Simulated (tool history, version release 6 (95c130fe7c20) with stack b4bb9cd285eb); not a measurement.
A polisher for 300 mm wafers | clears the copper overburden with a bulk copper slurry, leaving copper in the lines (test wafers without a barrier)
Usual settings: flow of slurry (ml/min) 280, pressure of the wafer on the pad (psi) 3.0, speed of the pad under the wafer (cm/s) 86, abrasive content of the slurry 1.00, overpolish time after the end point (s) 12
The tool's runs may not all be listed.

run	hour	flow of slurry (ml/min)	pressure of the wafer on the pad (psi)	speed of the pad under the wafer (cm/s)	abrasive content of the slurry	overpolish time after the end point (s)	wafers since the last listed run	wafers polished on this pad	hours since the slurry nozzle was cleaned	hours since the head pressure was calibrated	hours since the slurry blender was calibrated	incoming thickness of the incoming film, nm	time until the end point was called (s)	dishing of a wide line in a test structure (Å)
1	0.0	215	3.0	86	1.00	14	0	967	545.5	728.6	198.0	1110.3	142.9	568
# hour 26.7: slurry blender recalibrated
2	29.0	215	3.0	86	1.00	14	195	1163	574.5	757.6	2.3	1107.5	145.3	559
# hour 47.0: worn pad replaced by a new one
3	47.5	280	3.5	86	1.00	9	105	3	593.0	776.1	20.8	1129.5	113.4	493
4	57.3	280	3.5	86	1.00	9	70	74	602.8	785.9	30.6	1131.2	114.6	501
5	76.2	280	3.5	86	1.00	9	136	211	621.7	804.8	49.5	1132.0	117.7	477
6	96.1	280	3.0	72	1.00	12	144	355	641.6	824.7	69.4	1141.8	164.4	458
7	116.9	280	3.0	72	1.00	12	150	506	662.4	845.5	90.2	1149.8	171.1	457
8	142.2	280	3.0	72	1.00	12	183	689	687.7	870.8	115.5	1128.2	170.2	469
9	162.2	280	3.0	86	1.00	13	144	834	707.7	890.8	135.5	1134.8	145.9	539
10	178.0	280	3.0	86	1.00	13	114	948	723.5	906.6	151.3	1108.4	139.5	548
11	199.7	280	3.0	86	1.00	9	157	1105	745.2	928.3	173.0	1136.3	147.4	402
# hour 223.7: head pressure recalibrated
# hour 226.3: slurry nozzle cleaned
# hour 233.2: worn pad replaced by a new one
12	233.7	280	3.0	86	1.00	12	195	3	7.4	10.0	207.0	1128.0	112.7	605
13	262.7	215	3.0	86	1.00	14	210	213	36.4	39.0	236.0	1142.4	123.1	642
# hour 282.4: slurry blender recalibrated
14	282.9	180	3.6	86	1.00	12	131	345	56.6	59.2	0.5	1143.4	108.2	650
15	299.2	180	2.3	86	1.00	12	118	463	72.9	75.5	16.8	1137.6	161.3	456
16	328.8	240	3.0	86	1.00	12	214	678	102.5	105.1	46.4	1117.5	128.5	560
17	353.2	310	2.4	86	1.25	12	176	854	126.9	129.5	70.8	1142.5	147.5	504
18	383.6	330	3.0	102	1.00	12	220	1075	157.3	159.9	101.2	1138.6	111.5	625
19	399.6	280	3.3	86	1.00	7	115	1190	173.3	175.9	117.2	1142.5	122.8	389
# hour 415.3: worn pad replaced by a new one
20	424.4	280	2.1	86	1.00	12	150	66	198.1	200.7	142.0	1132.5	158.5	461
21	440.7	315	3.0	86	1.00	17	118	184	214.4	217.0	158.3	1129.2	121.3	715
22	458.6	315	3.0	86	1.00	17	129	313	232.3	234.9	176.2	1117.8	123.9	702
23	473.0	280	3.0	56	1.00	12	104	418	246.7	249.3	190.6	1120.6	193.4	410

4 ways to go on from here, each from the tool as it stands after run 23. What would each give?
A	473.5	280	3.0	86	1.00	12	3	421	247.2	249.8	191.1	1122.5	?	?
B	473.5	280	3.9	86	1.25	12	3	421	247.2	249.8	191.1	1122.5	?	?
C	473.5	345	2.3	70	0.85	12	3	421	247.2	249.8	191.1	1122.5	?	?
D	473.5	315	3.0	62	0.75	12	3	421	247.2	249.8	191.1	1122.5	?	?

run	time until the end point was called (s)	dishing of a wide line in a test structure (Å)
A	129.0	563
B	99.1	694
C	198.8	398
D	187.5	426
Without the tool's hidden state the same runs would have given:
run	time until the end point was called (s)	dishing of a wide line in a test structure (Å)
A	111.5	627
B	85.7	768
C	172.0	448
D	162.2	479

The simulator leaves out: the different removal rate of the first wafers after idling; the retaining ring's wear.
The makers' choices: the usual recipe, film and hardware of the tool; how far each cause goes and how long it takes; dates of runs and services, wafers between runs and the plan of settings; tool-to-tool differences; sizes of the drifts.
